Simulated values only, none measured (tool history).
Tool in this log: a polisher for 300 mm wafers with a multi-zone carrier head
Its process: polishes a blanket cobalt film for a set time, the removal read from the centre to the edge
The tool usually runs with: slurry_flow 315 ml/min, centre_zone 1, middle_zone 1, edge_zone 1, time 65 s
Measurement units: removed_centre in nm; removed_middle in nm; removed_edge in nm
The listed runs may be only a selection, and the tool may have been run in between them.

run,hour,slurry_flow,centre_zone,middle_zone,edge_zone,time,wafers since the last listed run,wafers polished on this pad,hours since the slurry nozzle was cleaned,hours since the centre zone pressure was calibrated,hours since the edge zone pressure was calibrated,hours since the carrier head's membrane was replaced,"incoming thickness of the incoming film, nm",removed_centre,removed_middle,removed_edge
1,0,315,1,1,1,65,0,631,307.9,1066.8,845.1,423.7,932.1,217.9,210.1,212.8
2,11.6,315,1,1,1,65,87,719,319.5,1078.4,856.7,435.3,959.2,219.7,206.3,215.1
3,27.9,315,1,1,1,65,123,843,335.8,1094.7,873,451.6,950,217.4,203.4,211.7
# hour 33.5: worn pad replaced by a new one
4,44.2,315,1,1,1,65,93,80,352.1,1111,889.3,467.9,934,232.9,221.5,230.7
5,53.4,315,1,1.06,1.05,65,69,150,361.3,1120.2,898.5,477.1,940.5,228.8,232.4,233.5
6,104.2,315,1,1,1,58,384,534,412.1,1171,949.3,527.9,933.9,199.2,189.1,193.7
# hour 106.3: edge zone pressure recalibrated
# hour 116.6: centre zone pressure recalibrated
7,119.1,315,1,1,1,58,82,616,427,2.5,12.8,542.8,953.2,195.3,186.2,198.8
8,136.4,315,1,1,1,58,130,747,444.3,19.8,30.1,560.1,960.2,194.3,185.2,197.5
# hour 145.1: carrier head's membrane replaced by a new one
9,149.9,350,1,1,1,65,64,812,457.8,33.3,43.6,4.8,940.9,218,207.3,217.2
# hour 154.2: worn pad replaced by a new one
10,156.7,220,1.04,1,1.03,77,21,19,464.6,40.1,50.4,11.6,957.8,248.8,227.3,238.3
11,166.3,315,1,1,1,65,72,91,474.2,49.7,60,21.2,957.3,203.3,195.5,203.4
12,181.8,315,0.88,1,0.94,65,117,209,489.7,65.2,75.5,36.7,965.3,177.8,191.5,195.1
# hour 189.9: slurry nozzle cleaned
13,198.6,355,1.05,0.88,1,44,119,328,8.7,82,92.3,53.5,957.4,142.3,116.5,136
14,206,315,1,0.96,1.07,65,55,384,16.1,89.4,99.7,60.9,940.6,200.3,181.9,202.8
# hour 216.3: worn pad replaced by a new one, repeated, since the last time left the tool worse
15,220.9,315,1,0.96,1.07,65,82,34,31,104.3,114.6,75.8,945.9,232.3,213.7,239.8
16,233.7,315,1,1,1,65,96,131,43.8,117.1,127.4,88.6,954.1,228.7,220.9,233.1
17,244.3,210,1,1,1,65,80,211,54.4,127.7,138,99.2,946.3,217.2,212.3,220.1
18,255.1,275,1.12,1.11,1,74,81,293,65.2,138.5,148.8,110,934.7,280.1,266.2,248.7

What if the next run were any one of these 4? Each begins from the tool's condition after run 18:
A,255.5,315,1,1,1,65,3,296,65.6,138.9,149.2,110.4,940.6,?,?,?
B,255.5,370,0.92,1,1.07,46,3,296,65.6,138.9,149.2,110.4,940.6,?,?,?
C,255.5,315,0.94,1,0.95,65,3,296,65.6,138.9,149.2,110.4,940.6,?,?,?
D,255.5,375,1,1,1,65,3,296,65.6,138.9,149.2,110.4,940.6,?,?,?

run,removed_centre,removed_middle,removed_edge
A,223.9,215,226.8
B,147.8,153.6,167.1
C,211.1,215.1,221.4
D,226.3,217.1,228.5
With no hidden state in the tool, these same runs would have given:
run,removed_centre,removed_middle,removed_edge
A,231.5,222.3,234.5
B,152.8,158.8,172.8
C,218.2,222.4,228.9
D,234,224.5,236.3
